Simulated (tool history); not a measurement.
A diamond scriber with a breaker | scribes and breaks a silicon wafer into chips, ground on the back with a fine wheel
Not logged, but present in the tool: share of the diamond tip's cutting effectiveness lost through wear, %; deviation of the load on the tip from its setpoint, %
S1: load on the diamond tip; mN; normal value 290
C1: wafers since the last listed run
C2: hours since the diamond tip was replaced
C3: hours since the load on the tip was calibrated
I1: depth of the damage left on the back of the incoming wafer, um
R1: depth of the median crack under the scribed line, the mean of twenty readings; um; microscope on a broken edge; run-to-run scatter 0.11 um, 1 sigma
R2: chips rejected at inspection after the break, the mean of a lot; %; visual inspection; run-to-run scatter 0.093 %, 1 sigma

{"run": 1, "day": 0.0, "S1": 290, "C1": 0, "C2": 29.3, "C3": 659.4, "I1": 1.72, "R1": 9.46, "R2": 1.56}
{"run": 2, "day": 0.833, "S1": 328, "C1": 24, "C2": 49.3, "C3": 679.4, "I1": 2.38, "R1": 10.66, "R2": 5.81}
{"run": 3, "day": 1.604, "S1": 290, "C1": 22, "C2": 67.8, "C3": 697.9, "I1": 2.87, "R1": 9.39, "R2": 2.65}
{"run": 4, "day": 2.846, "S1": 290, "C1": 36, "C2": 97.6, "C3": 727.7, "I1": 2.16, "R1": 9.1, "R2": 1.83}
{"run": 5, "day": 4.15, "S1": 290, "C1": 38, "C2": 128.9, "C3": 759.0, "I1": 2.76, "R1": 8.97, "R2": 2.82}
{"run": 6, "day": 5.288, "S1": 290, "C1": 33, "C2": 156.2, "C3": 786.3, "I1": 2.88, "R1": 9.03, "R2": 3.12}
{"run": 7, "day": 5.812, "S1": 290, "C1": 15, "C2": 168.8, "C3": 798.9, "I1": 2.77, "R1": 9.16, "R2": 2.93}
{"run": 8, "day": 6.846, "S1": 290, "C1": 30, "C2": 193.6, "C3": 823.7, "I1": 2.05, "R1": 9.03, "R2": 1.8}
{"run": 9, "day": 7.925, "S1": 290, "C1": 31, "C2": 219.5, "C3": 849.6, "I1": 1.7, "R1": 9.14, "R2": 1.33}
{"run": 10, "day": 9.271, "S1": 259, "C1": 39, "C2": 251.8, "C3": 881.9, "I1": 2.41, "R1": 7.87, "R2": 7.78}
{"day": 9.658, "done": "diamond tip replaced by a new one"}
{"run": 11, "day": 10.408, "S1": 290, "C1": 30, "C2": 18.0, "C3": 909.2, "I1": 1.84, "R1": 9.96, "R2": 2.73}
{"day": 11.129, "done": "load on the tip recalibrated"}
{"run": 12, "day": 11.15, "S1": 239, "C1": 19, "C2": 35.8, "C3": 0.5, "I1": 2.5, "R1": 7.0, "R2": 19.04}
{"run": 13, "day": 12.188, "S1": 248, "C1": 30, "C2": 60.7, "C3": 25.4, "I1": 1.52, "R1": 7.06, "R2": 13.04}
{"run": 14, "day": 13.483, "S1": 214, "C1": 37, "C2": 91.8, "C3": 56.5, "I1": 2.93, "R1": 5.56, "R2": 40.42}
{"run": 15, "day": 14.408, "S1": 312, "C1": 27, "C2": 114.0, "C3": 78.7, "I1": 2.31, "R1": 8.99, "R2": 2.11}
{"run": 16, "day": 15.021, "S1": 210, "C1": 17, "C2": 128.7, "C3": 93.4, "I1": 1.84, "R1": 5.41, "R2": 41.63}
{"run": 17, "day": 16.329, "S1": 290, "C1": 38, "C2": 160.1, "C3": 124.8, "I1": 2.2, "R1": 8.37, "R2": 4.72}
{"run": 18, "day": 17.458, "S1": 263, "C1": 32, "C2": 187.2, "C3": 151.9, "I1": 1.76, "R1": 7.5, "R2": 11.33}

3 options for the next run, each taken on its own from the tool as it stands now. Forecast them:
{"run": "A", "day": 17.488, "S1": 255, "C1": 0, "C2": 187.9, "C3": 152.6, "I1": 2.64, "R1": "?", "R2": "?"}
{"run": "B", "day": 17.488, "S1": 313, "C1": 0, "C2": 187.9, "C3": 152.6, "I1": 2.64, "R1": "?", "R2": "?"}
{"run": "C", "day": 17.488, "S1": 314, "C1": 0, "C2": 187.9, "C3": 152.6, "I1": 2.64, "R1": "?", "R2": "?"}

run=A R1=7.11 R2=16.14
run=B R1=8.99 R2=2.67
run=C R1=9.02 R2=2.62
With no hidden state in the tool, these same runs would have given:
run=A R1=7.96 R2=7.38
run=B R1=10.06 R2=3.36
run=C R1=10.09 R2=3.45
